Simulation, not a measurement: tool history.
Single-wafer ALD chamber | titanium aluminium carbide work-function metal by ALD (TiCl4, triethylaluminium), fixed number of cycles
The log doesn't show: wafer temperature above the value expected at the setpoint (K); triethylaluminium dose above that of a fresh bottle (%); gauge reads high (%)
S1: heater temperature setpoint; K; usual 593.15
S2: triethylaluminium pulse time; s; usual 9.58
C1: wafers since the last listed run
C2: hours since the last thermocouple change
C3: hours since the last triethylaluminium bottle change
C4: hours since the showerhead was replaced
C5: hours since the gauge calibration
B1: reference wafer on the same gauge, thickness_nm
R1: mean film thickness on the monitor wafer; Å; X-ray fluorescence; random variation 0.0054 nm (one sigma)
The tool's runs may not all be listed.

run    hour      S1     S2    C1      C2      C3      C4      C5     B1     R1
  1       0  593.15   8.66     0  1162.9   710.8  4537.5   642.2  1.869  20.67
  2    60.5  593.15    8.5   678  1223.4   771.3    4598   702.7   1.87  20.68
  3   131.6  593.15    8.5   797  1294.5   842.4  4669.1   773.8   1.87  20.64
  4   168.1  593.15    8.5   409    1331   878.9  4705.6   810.3   1.87  20.62
  5   298.9  593.15   9.58  1467  1461.8  1009.7  4836.4   941.1   1.87  21.26
  6   365.4  593.15   9.58   746  1528.3  1076.2  4902.9  1007.6   1.87  21.27
  7   414.2  593.15   9.58   547  1577.1    1125  4951.7  1056.4  1.869  21.25
  8   504.6  593.15   9.58  1014  1667.5  1215.4  5042.1  1146.8   1.87  21.34
      570.4  -- triethylaluminium bottle replaced
  9   589.5  593.15   9.58   862  1752.4    19.1    5127  1231.7   1.87  22.16
      624.3  -- gauge calibrated
 10   657.5  593.15   9.58   762  1820.4    87.1    5195    33.2   1.87  21.99
      868.1  -- showerhead replaced
 11   892.6  593.15   9.58  2547  2055.5   322.2    24.5   268.3  1.869  21.84
 12   934.3  583.15   9.58   467  2097.2   363.9    66.2     310  1.871  20.72
 13  1036.7  582.15  12.77  1148  2199.6   466.3   168.6   412.4  1.871   21.4
     1102.4  -- thermocouple changed; heater temperature recalibrated
 14  1140.7  601.15   6.73  1077    38.3   570.3   272.6   516.4  1.871  19.59
 15  1197.3  585.15  10.78   635    94.9   626.9   329.2     573   1.87  20.65
 16    1299  606.15   9.58  1141   196.6   728.6   430.9   674.7  1.871  22.15
 17  1343.7  586.15   8.18   501   241.3   773.3   475.6   719.4  1.869  19.34
 18  1408.4  580.15   6.94   725     306     838   540.3   784.1  1.871  17.81
 19  1508.2  593.15   9.58  1119   405.8   937.8   640.1   883.9   1.87  20.91
     1548.9  -- triethylaluminium bottle replaced
 20  1580.2  578.15   7.14   718   477.8    31.3   712.1   955.9  1.869  18.95

The tool's hidden state at each run:
gauge reads high (%): 0 in every run
H1: wafer temperature above the value expected at the setpoint (K)
H2: triethylaluminium dose above that of a fresh bottle (%)
run     H1     H2
  1   4.06  -17.3
  2   4.24  -17.7
  3   4.45  -18.1
  4   4.56  -18.3
  5   4.95  -18.9
  6   5.15  -19.1
  7    5.3  -19.2
  8   5.57  -19.4
  9   5.82  -3.79
 10   6.02  -6.74
 11   6.73  -13.6
 12   6.85  -14.5
 13   7.16  -16.2
 14  0.387  -17.5
 15  0.557    -18
 16  0.861  -18.9
 17  0.994  -19.2
 18   1.19  -19.6
 19   1.49    -20
 20    1.7  -3.35
